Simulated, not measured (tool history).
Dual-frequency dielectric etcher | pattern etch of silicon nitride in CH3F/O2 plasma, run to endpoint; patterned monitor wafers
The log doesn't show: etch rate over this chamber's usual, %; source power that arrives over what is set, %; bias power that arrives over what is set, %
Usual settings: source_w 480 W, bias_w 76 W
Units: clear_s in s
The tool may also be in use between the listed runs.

run	day	source_w	bias_w	wafers since the last listed run	hours since the last wet clean	hours since the last source power generator calibration	hours since the last bias power generator calibration	hours since the last upper electrode change	incoming incoming film thickness, nm	clear_s
1	0.000	420	76	0	199.4	460.2	2349.7	3455.9	59.6	67.3
2	4.375	420	76	1031	304.4	565.2	2454.7	3560.9	59.8	67.0
3	12.825	420	76	1991	507.2	768.0	2657.5	3763.7	60.2	67.8
# day 17.083: wet clean of the chamber
4	17.104	480	76	773	0.5	870.7	2760.2	3866.4	60.2	62.5
5	21.067	480	76	934	95.6	965.8	2855.3	3961.5	59.8	61.2
6	28.738	480	76	1808	279.7	1149.9	3039.4	4145.6	59.2	61.0
7	32.450	480	76	875	368.8	1239.0	3128.5	4234.7	59.7	62.0
8	36.458	480	76	944	465.0	1335.2	3224.7	4330.9	59.5	60.3
9	39.333	480	76	677	534.0	1404.2	3293.7	4399.9	59.0	59.7
10	41.771	480	64	574	592.5	1462.7	3352.2	4458.4	59.6	63.3
# day 43.833: wet clean of the chamber
11	44.792	480	64	476	23.0	1535.2	3424.7	4530.9	59.9	64.7
# day 45.379: bias power generator calibrated
# day 48.692: source power generator calibrated
12	48.725	480	64	848	117.4	0.8	80.3	4625.3	59.7	62.1
13	52.825	570	57	966	215.8	99.2	178.7	4723.7	59.3	57.4
# day 56.029: upper electrode replaced
14	57.096	480	76	771	318.3	201.7	281.2	25.6	59.6	59.7
15	58.675	600	94	372	356.2	239.6	319.1	63.5	59.5	48.8
# day 59.029: source power generator calibrated, repeated, since the last time left the tool worse
16	61.942	530	61	730	434.6	69.9	397.5	141.9	59.5	61.6
17	64.029	420	82	492	484.7	120.0	447.6	192.0	59.4	66.1
18	67.104	480	63	724	558.5	193.8	521.4	265.8	59.4	65.1
# day 69.450: wet clean of the chamber
19	70.138	480	62	479	16.5	266.6	594.2	338.6	59.8	65.5
20	72.071	480	64	455	62.9	313.0	640.6	385.0	59.5	64.9
21	75.079	480	76	709	135.1	385.2	712.8	457.2	59.4	62.2
22	76.583	480	71	354	171.2	421.3	748.9	493.3	59.6	63.5
23	79.846	480	65	769	249.5	499.6	827.2	571.6	59.7	65.0
24	82.304	400	60	579	308.5	558.6	886.2	630.6	59.7	74.4

5 ways to go on from here, each from the tool as it stands after run 24. What would each give?
A	82.325	390	76	4	309.0	559.1	886.7	631.1	59.7	?
B	82.325	570	65	4	309.0	559.1	886.7	631.1	59.7	?
C	82.325	480	94	4	309.0	559.1	886.7	631.1	59.7	?
D	82.325	600	88	4	309.0	559.1	886.7	631.1	59.7	?
E	82.325	520	76	4	309.0	559.1	886.7	631.1	59.7	?

run	clear_s
A	69.9
B	57.5
C	57.8
D	51.8
E	58.3
Without the tool's hidden state the same runs would have given:
run	clear_s
A	70.0
B	57.5
C	57.8
D	51.9
E	58.4
